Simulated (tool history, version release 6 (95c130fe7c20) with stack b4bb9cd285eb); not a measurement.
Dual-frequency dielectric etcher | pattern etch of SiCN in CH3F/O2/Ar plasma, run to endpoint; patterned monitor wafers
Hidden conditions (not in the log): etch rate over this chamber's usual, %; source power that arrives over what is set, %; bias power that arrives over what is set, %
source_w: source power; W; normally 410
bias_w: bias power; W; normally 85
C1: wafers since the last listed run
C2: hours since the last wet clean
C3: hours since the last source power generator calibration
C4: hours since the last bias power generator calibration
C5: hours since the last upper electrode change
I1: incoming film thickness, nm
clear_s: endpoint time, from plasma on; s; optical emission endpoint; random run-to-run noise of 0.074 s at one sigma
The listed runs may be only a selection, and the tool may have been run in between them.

Run 1, hour 0: usual settings; C1 0; C2 186.7; C3 2295.2; C4 2090.3; C5 2061.7; I1 6.74. Result: clear_s 16 s.
Run 2, hour 48.6: usual settings; C1 660; C2 235.3; C3 2343.8; C4 2138.9; C5 2110.3; I1 6.72. Result: clear_s 16.1 s.
Run 3, hour 114.9: usual settings but source_w 470 W, bias_w 74 W; C1 900; C2 301.6; C3 2410.1; C4 2205.2; C5 2176.6; I1 6.68. Result: clear_s 15.7 s.
Run 4, hour 141.7: usual settings but source_w 470 W, bias_w 74 W; C1 364; C2 328.4; C3 2436.9; C4 2232; C5 2203.4; I1 6.69. Result: clear_s 15.8 s.
At hour 179.8: wet clean of the chamber.
Run 5, hour 189.2: usual settings but source_w 470 W, bias_w 74 W; C1 319; C2 9.4; C3 2484.4; C4 2279.5; C5 2250.9; I1 6.7. Result: clear_s 15.6 s.
Run 6, hour 261: usual settings; C1 975; C2 81.2; C3 2556.2; C4 2351.3; C5 2322.7; I1 6.77. Result: clear_s 16.1 s.
Run 7, hour 312: usual settings; C1 692; C2 132.2; C3 2607.2; C4 2402.3; C5 2373.7; I1 6.71. Result: clear_s 15.8 s.
Run 8, hour 346.1: usual settings; C1 463; C2 166.3; C3 2641.3; C4 2436.4; C5 2407.8; I1 6.72. Result: clear_s 16 s.
Run 9, hour 402.5: usual settings but bias_w 76 W; C1 766; C2 222.7; C3 2697.7; C4 2492.8; C5 2464.2; I1 6.71. Result: clear_s 16.2 s.
Run 10, hour 448.7: usual settings but bias_w 76 W; C1 627; C2 268.9; C3 2743.9; C4 2539; C5 2510.4; I1 6.73. Result: clear_s 16.4 s.
Run 11, hour 495.2: usual settings but bias_w 76 W; C1 631; C2 315.4; C3 2790.4; C4 2585.5; C5 2556.9; I1 6.72. Result: clear_s 16.3 s.
At hour 543.8: wet clean of the chamber.
Run 12, hour 544.3: usual settings but bias_w 78 W; C1 340; C2 0.5; C3 2839.5; C4 2634.6; C5 2606; I1 6.71. Result: clear_s 16 s.
At hour 568.5: source power generator calibrated.
Run 13, hour 609.8: usual settings; C1 835; C2 66; C3 41.3; C4 2700.1; C5 2671.5; I1 6.72. Result: clear_s 15.7 s.
Run 14, hour 644.1: usual settings; C1 465; C2 100.3; C3 75.6; C4 2734.4; C5 2705.8; I1 6.68. Result: clear_s 15.7 s.
Run 15, hour 711.6: usual settings but source_w 480 W, bias_w 98 W; C1 916; C2 167.8; C3 143.1; C4 2801.9; C5 2773.3; I1 6.77. Result: clear_s 14.9 s.
At hour 718.9: bias power generator calibrated.
Run 16, hour 770.5: usual settings but source_w 490 W, bias_w 75 W; C1 745; C2 226.7; C3 202; C4 51.6; C5 2832.2; I1 6.66. Result: clear_s 15.4 s.
At hour 842.6: upper electrode replaced.
At hour 867.6: wet clean of the chamber.
Run 17, hour 868.1: usual settings; C1 673; C2 0.5; C3 299.6; C4 149.2; C5 25.5; I1 6.68. Result: clear_s 15.6 s.
Run 18, hour 913.2: usual settings but source_w 460 W, bias_w 67 W; C1 612; C2 45.6; C3 344.7; C4 194.3; C5 70.6; I1 6.69. Result: clear_s 15.9 s.
Run 19, hour 959.3: usual settings but bias_w 95 W; C1 626; C2 91.7; C3 390.8; C4 240.4; C5 116.7; I1 6.67. Result: clear_s 15.3 s.
Run 20, hour 994: usual settings but source_w 470 W, bias_w 98 W; C1 471; C2 126.4; C3 425.5; C4 275.1; C5 151.4; I1 6.72. Result: clear_s 14.8 s.
Run 21, hour 1031.7: usual settings but source_w 440 W, bias_w 69 W; C1 512; C2 164.1; C3 463.2; C4 312.8; C5 189.1; I1 6.67. Result: clear_s 16.1 s.
Run 22, hour 1060.5: usual settings; C1 391; C2 192.9; C3 492; C4 341.6; C5 217.9; I1 6.77. Result: clear_s 16 s.
Run 23, hour 1096.3: usual settings but source_w 460 W, bias_w 105 W; C1 486; C2 228.7; C3 527.8; C4 377.4; C5 253.7; I1 6.7. Result: clear_s 14.6 s.
Run 24, hour 1160.9: usual settings; C1 877; C2 293.3; C3 592.4; C4 442; C5 318.3; I1 6.7. Result: clear_s 15.8 s.
Run 25, hour 1207.9: usual settings but bias_w 72 W; C1 638; C2 340.3; C3 639.4; C4 489; C5 365.3; I1 6.65. Result: clear_s 16.4 s.
At hour 1247.1: wet clean of the chamber.
Run 26, hour 1247.6: usual settings; C1 213; C2 0.5; C3 679.1; C4 528.7; C5 405; I1 6.81. Result: clear_s 15.8 s.
Run 27, hour 1298.9: usual settings but source_w 490 W, bias_w 76 W; C1 696; C2 51.8; C3 730.4; C4 580; C5 456.3; I1 6.7. Result: clear_s 15.3 s.
Run 28, hour 1364.1: usual settings but bias_w 68 W; C1 885; C2 117; C3 795.6; C4 645.2; C5 521.5; I1 6.75. Result: clear_s 16.5 s.

Predict each of these 5 candidate next runs independently; none follows another, all start after run 28:
Run A, hour 1364.5: usual settings but source_w 440 W; C1 5; C2 117.4; C3 796; C4 645.6; C5 521.9; I1 6.69. Result: clear_s ?.
Run B, hour 1364.5: usual settings but source_w 480 W; C1 5; C2 117.4; C3 796; C4 645.6; C5 521.9; I1 6.69. Result: clear_s ?.
Run C, hour 1364.5: usual settings but source_w 490 W, bias_w 105 W; C1 5; C2 117.4; C3 796; C4 645.6; C5 521.9; I1 6.69. Result: clear_s ?.
Run D, hour 1364.5: usual settings but source_w 330 W, bias_w 66 W; C1 5; C2 117.4; C3 796; C4 645.6; C5 521.9; I1 6.69. Result: clear_s ?.
Run E, hour 1364.5: usual settings but source_w 510 W, bias_w 99 W; C1 5; C2 117.4; C3 796; C4 645.6; C5 521.9; I1 6.69. Result: clear_s ?.

run  clear_s
  A     15.6
  B     15.2
  C     14.4
  D     17.6
  E     14.4
With the hidden condition removed and each run's random variation left untouched, the same runs would have given:
run  clear_s
  A     15.5
  B     15.1
  C     14.3
  D     17.5
  E     14.4

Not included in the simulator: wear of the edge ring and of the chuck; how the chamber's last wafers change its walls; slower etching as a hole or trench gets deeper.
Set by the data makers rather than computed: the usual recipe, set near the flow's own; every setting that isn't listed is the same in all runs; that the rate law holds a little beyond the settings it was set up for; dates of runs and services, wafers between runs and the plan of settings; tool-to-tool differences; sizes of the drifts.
